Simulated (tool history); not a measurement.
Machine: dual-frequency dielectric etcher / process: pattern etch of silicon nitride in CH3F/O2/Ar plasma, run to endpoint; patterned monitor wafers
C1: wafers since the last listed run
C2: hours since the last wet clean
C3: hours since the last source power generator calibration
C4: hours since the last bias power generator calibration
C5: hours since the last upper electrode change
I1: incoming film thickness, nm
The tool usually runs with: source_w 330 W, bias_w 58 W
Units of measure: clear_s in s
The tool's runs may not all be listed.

run 1 day=0 | source_w=330 bias_w=58 | C1=0 C2=53.6 C3=4230.8 C4=1976.2 C5=2425.3 | I1=17.82 | clear_s=32.8
run 2 day=0.642 | source_w=330 bias_w=58 | C1=161 C2=69 C3=4246.2 C4=1991.6 C5=2440.7 | I1=17.76 | clear_s=32.8
run 3 day=1.271 | source_w=330 bias_w=51 | C1=158 C2=84.1 C3=4261.3 C4=2006.7 C5=2455.8 | I1=17.5 | clear_s=33.6
run 4 day=1.792 | source_w=330 bias_w=58 | C1=131 C2=96.6 C3=4273.8 C4=2019.2 C5=2468.3 | I1=17.68 | clear_s=32.2
run 5 day=3.258 | source_w=330 bias_w=58 | C1=369 C2=131.8 C3=4309 C4=2054.4 C5=2503.5 | I1=17.69 | clear_s=32.1
run 6 day=4.333 | source_w=330 bias_w=58 | C1=270 C2=157.6 C3=4334.8 C4=2080.2 C5=2529.3 | I1=17.57 | clear_s=32
run 7 day=5.65 | source_w=330 bias_w=58 | C1=331 C2=189.2 C3=4366.4 C4=2111.8 C5=2560.9 | I1=17.73 | clear_s=32
run 8 day=6.217 | source_w=330 bias_w=58 | C1=142 C2=202.8 C3=4380 C4=2125.4 C5=2574.5 | I1=17.73 | clear_s=32
run 9 day=7.421 | source_w=330 bias_w=58 | C1=303 C2=231.7 C3=4408.9 C4=2154.3 C5=2603.4 | I1=17.8 | clear_s=32.2
run 10 day=8.717 | source_w=330 bias_w=58 | C1=326 C2=262.8 C3=4440 C4=2185.4 C5=2634.5 | I1=17.89 | clear_s=32.5
run 11 day=10.046 | source_w=330 bias_w=58 | C1=334 C2=294.7 C3=4471.9 C4=2217.3 C5=2666.4 | I1=17.87 | clear_s=32
-- day=11.129 wet clean of the chamber
run 12 day=11.15 | source_w=330 bias_w=58 | C1=26 C2=0.5 C3=4498.4 C4=2243.8 C5=2692.9 | I1=17.79 | clear_s=33.2
run 13 day=11.867 | source_w=330 bias_w=58 | C1=180 C2=17.7 C3=4515.6 C4=2261 C5=2710.1 | I1=17.77 | clear_s=32.9
run 14 day=13.146 | source_w=330 bias_w=58 | C1=321 C2=48.4 C3=4546.3 C4=2291.7 C5=2740.8 | I1=17.62 | clear_s=32.8
run 15 day=13.771 | source_w=330 bias_w=58 | C1=157 C2=63.4 C3=4561.3 C4=2306.7 C5=2755.8 | I1=17.72 | clear_s=32.7
run 16 day=14.888 | source_w=330 bias_w=58 | C1=281 C2=90.2 C3=4588.1 C4=2333.5 C5=2782.6 | I1=17.49 | clear_s=32.3
run 17 day=15.954 | source_w=330 bias_w=58 | C1=268 C2=115.8 C3=4613.7 C4=2359.1 C5=2808.2 | I1=17.7 | clear_s=32.4
run 18 day=16.467 | source_w=280 bias_w=68 | C1=128 C2=128.1 C3=4626 C4=2371.4 C5=2820.5 | I1=17.58 | clear_s=32.9
run 19 day=18.738 | source_w=330 bias_w=58 | C1=571 C2=182.6 C3=4680.5 C4=2425.9 C5=2875 | I1=17.61 | clear_s=32.2
run 20 day=19.467 | source_w=390 bias_w=58 | C1=183 C2=200.1 C3=4698 C4=2443.4 C5=2892.5 | I1=17.76 | clear_s=29.9
run 21 day=20.667 | source_w=330 bias_w=58 | C1=302 C2=228.9 C3=4726.8 C4=2472.2 C5=2921.3 | I1=17.87 | clear_s=32.6
-- day=21.438 bias power generator calibrated
run 22 day=21.779 | source_w=270 bias_w=51 | C1=238 C2=255.6 C3=4753.5 C4=8.2 C5=2948 | I1=17.76 | clear_s=37.1
run 23 day=22.692 | source_w=290 bias_w=50 | C1=229 C2=277.5 C3=4775.4 C4=30.1 C5=2969.9 | I1=17.64 | clear_s=35.5
-- day=24.304 wet clean of the chamber
-- day=24.646 upper electrode replaced, of another model than before
run 24 day=24.667 | source_w=330 bias_w=50 | C1=160 C2=8.7 C3=4822.8 C4=77.5 C5=0.5 | I1=17.64 | clear_s=35.1
run 25 day=24.85 | source_w=380 bias_w=45 | C1=46 C2=13.1 C3=4827.2 C4=81.9 C5=4.9 | I1=17.74 | clear_s=33.4
run 26 day=25.854 | source_w=330 bias_w=48 | C1=252 C2=37.2 C3=4851.3 C4=106 C5=29 | I1=17.97 | clear_s=36.2
-- day=27.079 source power generator calibrated
run 27 day=27.1 | source_w=330 bias_w=46 | C1=271 C2=67.1 C3=0.5 C4=135.9 C5=58.9 | I1=17.8 | clear_s=36.2
run 28 day=27.571 | source_w=290 bias_w=67 | C1=118 C2=78.4 C3=11.8 C4=147.2 C5=70.2 | I1=17.52 | clear_s=33.7
run 29 day=28.258 | source_w=330 bias_w=58 | C1=173 C2=94.9 C3=28.3 C4=163.7 C5=86.7 | I1=17.74 | clear_s=32.6
run 30 day=29.033 | source_w=400 bias_w=71 | C1=195 C2=113.5 C3=46.9 C4=182.3 C5=105.3 | I1=17.74 | clear_s=25.9
run 31 day=29.579 | source_w=300 bias_w=58 | C1=137 C2=126.6 C3=60 C4=195.4 C5=118.4 | I1=17.56 | clear_s=34.7
run 32 day=30.888 | source_w=330 bias_w=58 | C1=329 C2=158 C3=91.4 C4=226.8 C5=149.8 | I1=17.83 | clear_s=32.6
run 33 day=31.85 | source_w=330 bias_w=58 | C1=242 C2=181.1 C3=114.5 C4=249.9 C5=172.9 | I1=17.62 | clear_s=32
run 34 day=33.308 | source_w=270 bias_w=68 | C1=367 C2=216.1 C3=149.5 C4=284.9 C5=207.9 | I1=17.85 | clear_s=35.7
run 35 day=34.721 | source_w=330 bias_w=58 | C1=355 C2=250 C3=183.4 C4=318.8 C5=241.8 | I1=17.69 | clear_s=31.8
run 36 day=35.679 | source_w=250 bias_w=68 | C1=241 C2=273 C3=206.4 C4=341.8 C5=264.8 | I1=17.58 | clear_s=37.8

Forecast each of these 3 alternatives for the next run:
run A day=35.696 | source_w=330 bias_w=58 | C1=4 C2=273.4 C3=206.8 C4=342.2 C5=265.2 | I1=17.52 | clear_s=?
run B day=35.696 | source_w=370 bias_w=67 | C1=4 C2=273.4 C3=206.8 C4=342.2 C5=265.2 | I1=17.52 | clear_s=?
run C day=35.696 | source_w=330 bias_w=54 | C1=4 C2=273.4 C3=206.8 C4=342.2 C5=265.2 | I1=17.52 | clear_s=?

run=A clear_s=31.4
run=B clear_s=27
run=C clear_s=32.5
Take away the tool's hidden state, keep each run's random variation, and the runs would have read:
run=A clear_s=32.5
run=B clear_s=27.9
run=C clear_s=33.6
